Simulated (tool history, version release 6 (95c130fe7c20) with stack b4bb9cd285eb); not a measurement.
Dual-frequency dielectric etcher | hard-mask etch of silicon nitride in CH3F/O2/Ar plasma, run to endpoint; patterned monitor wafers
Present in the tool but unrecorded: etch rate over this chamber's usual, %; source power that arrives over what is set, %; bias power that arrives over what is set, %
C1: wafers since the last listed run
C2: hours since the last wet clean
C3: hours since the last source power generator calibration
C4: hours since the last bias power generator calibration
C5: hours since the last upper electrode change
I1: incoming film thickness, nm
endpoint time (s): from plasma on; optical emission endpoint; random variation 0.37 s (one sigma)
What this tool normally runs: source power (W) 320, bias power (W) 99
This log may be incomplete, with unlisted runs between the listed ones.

Run 1, hour 0.0: usual settings; C1 0; C2 348.3; C3 3632.2; C4 1987.5; C5 4550.7; I1 41.92. Result: endpoint time (s) 60.1.
Run 2, hour 77.2: usual settings; C1 1080; C2 425.5; C3 3709.4; C4 2064.7; C5 4627.9; I1 42.47. Result: endpoint time (s) 60.8.
At hour 121.4: bias power generator calibrated.
Run 3, hour 138.3: usual settings but bias power (W) 113; C1 798; C2 486.6; C3 3770.5; C4 16.9; C5 4689.0; I1 42.54. Result: endpoint time (s) 58.5.
Run 4, hour 272.3: usual settings; C1 1874; C2 620.6; C3 3904.5; C4 150.9; C5 4823.0; I1 42.61. Result: endpoint time (s) 60.1.
Run 5, hour 374.0: usual settings; C1 1422; C2 722.3; C3 4006.2; C4 252.6; C5 4924.7; I1 42.29. Result: endpoint time (s) 59.1.
At hour 407.2: wet clean of the chamber.
Run 6, hour 446.7: usual settings; C1 681; C2 39.5; C3 4078.9; C4 325.3; C5 4997.4; I1 42.49. Result: endpoint time (s) 62.8.
Run 7, hour 498.5: usual settings; C1 724; C2 91.3; C3 4130.7; C4 377.1; C5 5049.2; I1 42.60. Result: endpoint time (s) 62.9.
Run 8, hour 585.3: usual settings but source power (W) 270; C1 1214; C2 178.1; C3 4217.5; C4 463.9; C5 5136.0; I1 42.83. Result: endpoint time (s) 65.4.
Run 9, hour 655.7: usual settings; C1 984; C2 248.5; C3 4287.9; C4 534.3; C5 5206.4; I1 42.37. Result: endpoint time (s) 61.3.
Run 10, hour 739.9: usual settings; C1 1177; C2 332.7; C3 4372.1; C4 618.5; C5 5290.6; I1 42.64. Result: endpoint time (s) 61.2.
Run 11, hour 779.4: usual settings; C1 552; C2 372.2; C3 4411.6; C4 658.0; C5 5330.1; I1 41.98. Result: endpoint time (s) 60.2.
Run 12, hour 877.9: usual settings; C1 1378; C2 470.7; C3 4510.1; C4 756.5; C5 5428.6; I1 42.25. Result: endpoint time (s) 60.7.
Run 13, hour 923.5: usual settings but bias power (W) 120; C1 637; C2 516.3; C3 4555.7; C4 802.1; C5 5474.2; I1 42.67. Result: endpoint time (s) 57.7.
At hour 1040.8: wet clean of the chamber.
Run 14, hour 1041.3: usual settings but bias power (W) 111; C1 1312; C2 0.5; C3 4673.5; C4 919.9; C5 5592.0; I1 42.41. Result: endpoint time (s) 60.3.
At hour 1058.2: source power generator calibrated.
Run 15, hour 1076.8: usual settings; C1 440; C2 36.0; C3 18.6; C4 955.4; C5 5627.5; I1 42.24. Result: endpoint time (s) 61.5.
Run 16, hour 1163.2: usual settings; C1 1208; C2 122.4; C3 105.0; C4 1041.8; C5 5713.9; I1 41.99. Result: endpoint time (s) 60.6.
Run 17, hour 1224.9: usual settings; C1 863; C2 184.1; C3 166.7; C4 1103.5; C5 5775.6; I1 42.89. Result: endpoint time (s) 62.4.
Run 18, hour 1273.3: usual settings; C1 677; C2 232.5; C3 215.1; C4 1151.9; C5 5824.0; I1 42.25. Result: endpoint time (s) 61.2.
Run 19, hour 1368.6: usual settings but bias power (W) 78; C1 1333; C2 327.8; C3 310.4; C4 1247.2; C5 5919.3; I1 42.53. Result: endpoint time (s) 63.8.
Run 20, hour 1468.4: usual settings; C1 1396; C2 427.6; C3 410.2; C4 1347.0; C5 6019.1; I1 42.70. Result: endpoint time (s) 60.3.
Run 21, hour 1512.9: usual settings but source power (W) 290, bias power (W) 115; C1 622; C2 472.1; C3 454.7; C4 1391.5; C5 6063.6; I1 42.14. Result: endpoint time (s) 58.2.
Run 22, hour 1577.4: usual settings but source power (W) 240, bias power (W) 91; C1 902; C2 536.6; C3 519.2; C4 1456.0; C5 6128.1; I1 42.64. Result: endpoint time (s) 64.2.
Run 23, hour 1631.5: usual settings but source power (W) 400, bias power (W) 83; C1 756; C2 590.7; C3 573.3; C4 1510.1; C5 6182.2; I1 42.42. Result: endpoint time (s) 59.1.
At hour 1656.7: upper electrode replaced.
Run 24, hour 1729.7: usual settings but bias power (W) 80; C1 1038; C2 688.9; C3 671.5; C4 1608.3; C5 73.0; I1 42.01. Result: endpoint time (s) 61.7.
Run 25, hour 1782.9: usual settings but source power (W) 390, bias power (W) 89; C1 744; C2 742.1; C3 724.7; C4 1661.5; C5 126.2; I1 42.63. Result: endpoint time (s) 58.8.
At hour 1837.7: wet clean of the chamber.
At hour 2019.8: bias power generator calibrated.
Run 26, hour 2079.9: usual settings; C1 3763; C2 242.2; C3 1021.7; C4 60.1; C5 423.2; I1 42.26. Result: endpoint time (s) 61.4.
Run 27, hour 2147.5: usual settings but bias power (W) 120; C1 945; C2 309.8; C3 1089.3; C4 127.7; C5 490.8; I1 42.45. Result: endpoint time (s) 57.8.
Run 28, hour 2201.6: usual settings but source power (W) 270, bias power (W) 118; C1 756; C2 363.9; C3 1143.4; C4 181.8; C5 544.9; I1 42.55. Result: endpoint time (s) 60.3.
Run 29, hour 2304.8: usual settings but source power (W) 270, bias power (W) 111; C1 1443; C2 467.1; C3 1246.6; C4 285.0; C5 648.1; I1 42.68. Result: endpoint time (s) 61.4.
Run 30, hour 2371.7: usual settings but source power (W) 360, bias power (W) 117; C1 935; C2 534.0; C3 1313.5; C4 351.9; C5 715.0; I1 42.34. Result: endpoint time (s) 55.6.
At hour 2480.7: wet clean of the chamber.
Run 31, hour 2481.2: usual settings but source power (W) 260, bias power (W) 108; C1 1196; C2 0.5; C3 1423.0; C4 461.4; C5 824.5; I1 42.34. Result: endpoint time (s) 63.0.
Run 32, hour 2551.2: usual settings; C1 979; C2 70.5; C3 1493.0; C4 531.4; C5 894.5; I1 43.04. Result: endpoint time (s) 62.8.
Run 33, hour 2657.7: usual settings but source power (W) 250, bias power (W) 91; C1 1489; C2 177.0; C3 1599.5; C4 637.9; C5 1001.0; I1 42.64. Result: endpoint time (s) 65.8.
Run 34, hour 2696.9: usual settings; C1 548; C2 216.2; C3 1638.7; C4 677.1; C5 1040.2; I1 42.67. Result: endpoint time (s) 62.0.
Run 35, hour 2789.4: usual settings but source power (W) 250, bias power (W) 89; C1 1294; C2 308.7; C3 1731.2; C4 769.6; C5 1132.7; I1 42.69. Result: endpoint time (s) 66.9.

Consider 4 possible next runs. They are alternatives, not a sequence: every one starts from the tool as it was left by run 35. What does each give?
Run A, hour 2789.8: usual settings but source power (W) 400; C1 5; C2 309.1; C3 1731.6; C4 770.0; C5 1133.1; I1 42.47. Result: endpoint time (s) ?.
Run B, hour 2789.8: usual settings but source power (W) 290, bias power (W) 92; C1 5; C2 309.1; C3 1731.6; C4 770.0; C5 1133.1; I1 42.47. Result: endpoint time (s) ?.
Run C, hour 2789.8: usual settings but source power (W) 370, bias power (W) 82; C1 5; C2 309.1; C3 1731.6; C4 770.0; C5 1133.1; I1 42.47. Result: endpoint time (s) ?.
Run D, hour 2789.8: usual settings but source power (W) 270, bias power (W) 107; C1 5; C2 309.1; C3 1731.6; C4 770.0; C5 1133.1; I1 42.47. Result: endpoint time (s) ?.

run  endpoint time (s)
  A               58.3
  B               63.6
  C               62.1
  D               62.1
Without the tool's hidden state the same runs would have given:
run  endpoint time (s)
  A               59.5
  B               64.9
  C               63.4
  D               63.4
